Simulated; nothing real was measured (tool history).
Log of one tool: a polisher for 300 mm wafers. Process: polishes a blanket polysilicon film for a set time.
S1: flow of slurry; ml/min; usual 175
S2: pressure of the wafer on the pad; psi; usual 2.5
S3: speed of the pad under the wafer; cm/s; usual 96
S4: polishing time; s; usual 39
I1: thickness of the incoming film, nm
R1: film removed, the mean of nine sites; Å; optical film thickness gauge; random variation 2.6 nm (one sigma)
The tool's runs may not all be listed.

run,hour,S1,S2,S3,S4,I1,R1
1,0,160,2.5,96,39,1533.6,3056
2,31.8,160,2.5,96,39,1561.2,2957
# hour 34.8: slurry nozzle cleaned
3,92.1,175,2.5,108,39,1568.3,3310
# hour 147.4: worn pad replaced by a new one
4,156.6,175,2.5,108,39,1522.1,3480
5,192.7,175,2.5,108,39,1569.5,3386
6,241.8,145,2.5,96,50,1525.8,3777
# hour 296: slurry nozzle cleaned
7,309.9,175,2.5,96,39,1551.9,2943
# hour 379.3: worn pad replaced by a new one
8,380.1,175,2.5,96,39,1548.8,3246
9,444.8,205,2.5,96,39,1568.7,3105
10,476.2,205,2.5,96,39,1553.5,3058
# hour 564.8: slurry nozzle cleaned
# hour 585.1: worn pad replaced by a new one, of another model than before
11,585.6,175,2.5,96,44,1543,3594
# hour 594.5: head pressure recalibrated
12,618.7,175,2.2,96,39,1545.3,2894
13,703,175,2.5,96,39,1542.3,3024
14,754.9,175,2.5,96,30,1552.9,2266
# hour 771: slurry nozzle cleaned
15,799.6,140,2.5,86,44,1532.1,2975
# hour 814.4: worn pad replaced by a new one
16,865.4,205,2.5,96,39,1535.1,3134
17,929.8,155,2.5,96,39,1556.1,2896
18,995.6,175,2,86,52,1535.8,3175
# hour 1000.6: slurry nozzle cleaned
19,1031.9,235,2.2,108,45,1536.5,3513
# hour 1059.7: worn pad replaced by a new one
20,1077.7,210,2,72,39,1543.6,2299
21,1118.7,175,2.5,96,44,1554,3434
22,1187.6,175,2.5,96,39,1559.6,2897

Forecast each of these 3 alternatives for the next run:
A,1188,175,2.5,96,39,1551,?
B,1188,175,1.8,96,39,1551,?
C,1188,175,2.5,78,44,1551,?

run,R1
A,2920
B,2422
C,2856
Without the tool's hidden state the same runs would have given:
run,R1
A,3173
B,2632
C,3103

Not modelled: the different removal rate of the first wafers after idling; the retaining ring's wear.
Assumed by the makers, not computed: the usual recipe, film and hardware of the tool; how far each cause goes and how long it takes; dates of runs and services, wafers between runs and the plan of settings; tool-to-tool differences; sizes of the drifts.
